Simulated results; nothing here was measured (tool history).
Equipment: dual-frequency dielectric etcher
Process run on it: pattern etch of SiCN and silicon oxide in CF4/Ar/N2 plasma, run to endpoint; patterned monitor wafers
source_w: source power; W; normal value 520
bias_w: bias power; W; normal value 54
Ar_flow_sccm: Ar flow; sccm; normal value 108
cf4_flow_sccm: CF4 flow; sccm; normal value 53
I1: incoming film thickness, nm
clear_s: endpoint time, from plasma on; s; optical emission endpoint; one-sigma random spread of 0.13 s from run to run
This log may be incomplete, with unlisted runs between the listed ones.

Run 1, hour 0: usual settings but bias_w 46 W; I1 12.02. Result: clear_s 16.7 s.
At hour 64.9: upper electrode replaced.
At hour 71.3: CF4 flow controller replaced.
Run 2, hour 71.8: usual settings but Ar_flow_sccm 128 sccm, cf4_flow_sccm 57 sccm; I1 12.16. Result: clear_s 15.3 s.
Run 3, hour 123.1: usual settings but Ar_flow_sccm 128 sccm, cf4_flow_sccm 57 sccm; I1 12.04. Result: clear_s 15.3 s.
Run 4, hour 155: usual settings but Ar_flow_sccm 128 sccm, cf4_flow_sccm 57 sccm; I1 12.16. Result: clear_s 15.3 s.
At hour 236.1: wet clean of the chamber.
Run 5, hour 236.6: usual settings; I1 12.14. Result: clear_s 16.1 s.
Run 6, hour 256.9: usual settings; I1 12.23. Result: clear_s 15.9 s.
At hour 279.2: bias power generator calibrated.
Run 7, hour 292.8: usual settings; I1 12.08. Result: clear_s 16.2 s.
Run 8, hour 320.5: usual settings but cf4_flow_sccm 44 sccm; I1 12.06. Result: clear_s 16.2 s.
Run 9, hour 383: usual settings but source_w 430 W, bias_w 45 W, cf4_flow_sccm 42 sccm; I1 12.17. Result: clear_s 23 s.
Run 10, hour 411: usual settings but source_w 610 W, bias_w 64 W, Ar_flow_sccm 100 sccm, cf4_flow_sccm 42 sccm; I1 12.22. Result: clear_s 12.7 s.
Run 11, hour 471.8: usual settings; I1 12.12. Result: clear_s 15.5 s.
Run 12, hour 521: usual settings; I1 12.08. Result: clear_s 15.6 s.
Run 13, hour 650: usual settings but Ar_flow_sccm 97 sccm; I1 12.14. Result: clear_s 15.3 s.
Run 14, hour 703.9: usual settings but source_w 600 W, bias_w 42 W, Ar_flow_sccm 116 sccm, cf4_flow_sccm 57 sccm; I1 12.19. Result: clear_s 15.2 s.
At hour 731.5: source power generator calibrated.
Run 15, hour 736.1: usual settings; I1 12.05. Result: clear_s 15.2 s.
At hour 759.1: Ar flow controller replaced.
At hour 792.8: wet clean of the chamber.
Run 16, hour 798.1: usual settings but cf4_flow_sccm 42 sccm; I1 12.15. Result: clear_s 16.7 s.
Run 17, hour 852.3: usual settings but source_w 430 W, bias_w 49 W, Ar_flow_sccm 92 sccm, cf4_flow_sccm 64 sccm; I1 11.95. Result: clear_s 19.1 s.
Run 18, hour 893.9: usual settings but source_w 470 W, bias_w 61 W, cf4_flow_sccm 59 sccm; I1 12.2. Result: clear_s 16.4 s.
Run 19, hour 925.7: usual settings; I1 12.03. Result: clear_s 15.3 s.
Run 20, hour 963.9: usual settings but bias_w 65 W, Ar_flow_sccm 93 sccm; I1 11.95. Result: clear_s 13.5 s.
Run 21, hour 1000.3: usual settings but bias_w 42 W, cf4_flow_sccm 60 sccm; I1 12.07. Result: clear_s 17.2 s.
Run 22, hour 1054.7: usual settings but source_w 640 W, bias_w 63 W, Ar_flow_sccm 122 sccm; I1 12.12. Result: clear_s 11.6 s.
Run 23, hour 1085.1: usual settings but source_w 410 W, bias_w 46 W, cf4_flow_sccm 42 sccm; I1 11.99. Result: clear_s 23.3 s.
Run 24, hour 1109.7: usual settings but bias_w 61 W; I1 12.11. Result: clear_s 14.4 s.
Run 25, hour 1167.3: usual settings but source_w 600 W, cf4_flow_sccm 42 sccm; I1 12.15. Result: clear_s 13.8 s.

Below are 3 alternative next runs, each starting from the tool's condition after run 25. Predict each:
Run A, hour 1167.7: usual settings; I1 12.17. Result: clear_s ?.
Run B, hour 1167.7: usual settings but bias_w 47 W, cf4_flow_sccm 64 sccm; I1 12.17. Result: clear_s ?.
Run C, hour 1167.7: usual settings but source_w 470 W, bias_w 60 W, cf4_flow_sccm 63 sccm; I1 12.17. Result: clear_s ?.

run  clear_s
  A     15.5
  B       16
  C     15.9
Without the tool's unlogged condition, the same runs would have read:
run  clear_s
  A     16.1
  B     16.6
  C     16.5
